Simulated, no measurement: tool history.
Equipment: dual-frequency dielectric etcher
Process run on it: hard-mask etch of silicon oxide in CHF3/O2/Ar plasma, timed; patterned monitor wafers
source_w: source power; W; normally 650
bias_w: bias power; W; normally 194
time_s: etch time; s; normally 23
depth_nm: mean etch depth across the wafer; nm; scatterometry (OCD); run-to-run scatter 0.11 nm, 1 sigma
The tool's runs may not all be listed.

run	day	source_w	bias_w	time_s	read-back reference wafer on the same gauge, depth_nm	depth_nm
1	0	650	194	20	47.69	46.49
2	2.338	650	194	20	47.61	46.67
# day 3.692: upper electrode replaced
# day 4.546: wet clean of the chamber
3	5.096	650	194	23	47.7	53.51
# day 6.775: bias power generator calibrated
4	6.875	650	194	23	47.72	53.38
5	9.083	650	194	23	47.7	53.48
6	11.129	650	194	27.5	47.76	63.97
7	12.767	650	194	27.5	47.72	64.16
8	15.312	650	194	27.5	47.77	64.07
9	18.017	650	194	23	47.81	53.29
10	20.321	700	194	16.5	47.83	39.16
11	22.796	650	237	23	47.84	56.38
12	25.75	600	194	23	47.79	52.59
# day 26.875: wet clean of the chamber
# day 27.588: gauge calibrated
13	28.596	650	168	23	47.35	51.17
14	31.054	650	194	23	47.38	52.94
15	32.746	650	194	23	47.37	53.11
16	36.546	580	194	18	47.38	40.38
17	38.817	790	177	29.5	47.4	70.08
18	41.788	650	226	19	47.43	45.63
19	43.217	650	171	25.5	47.38	57.11
20	45.633	790	194	28	47.41	68.12
21	48.329	600	235	23	47.46	54.78
# day 49.833: wet clean of the chamber
22	51.175	530	148	27	47.51	55.88
23	52.975	730	194	23	47.46	54.76
24	55.446	560	169	25.5	47.46	54.99
25	59.642	650	172	23	47.54	51.8
26	61.367	590	242	30	47.52	71.98
27	63	730	194	23	47.57	54.78
28	65.912	740	194	23	47.6	55.15
29	68.867	650	194	23	47.58	53.53

Predict each of these 5 candidate next runs independently; none follows another, all start after run 29:
A	68.883	650	194	23	?	?
B	68.883	720	160	20.5	?	?
C	68.883	760	212	18.5	?	?
D	68.883	650	174	23	?	?
E	68.883	590	225	25.5	?	?

run	read-back reference wafer on the same gauge, depth_nm	depth_nm
A	47.59	53.51
B	47.59	46.73
C	47.59	45.87
D	47.59	52.08
E	47.59	60.2
Without the tool's hidden state the same runs would have given:
run	depth_nm
A	52.95
B	46.25
C	45.39
D	51.54
E	59.57
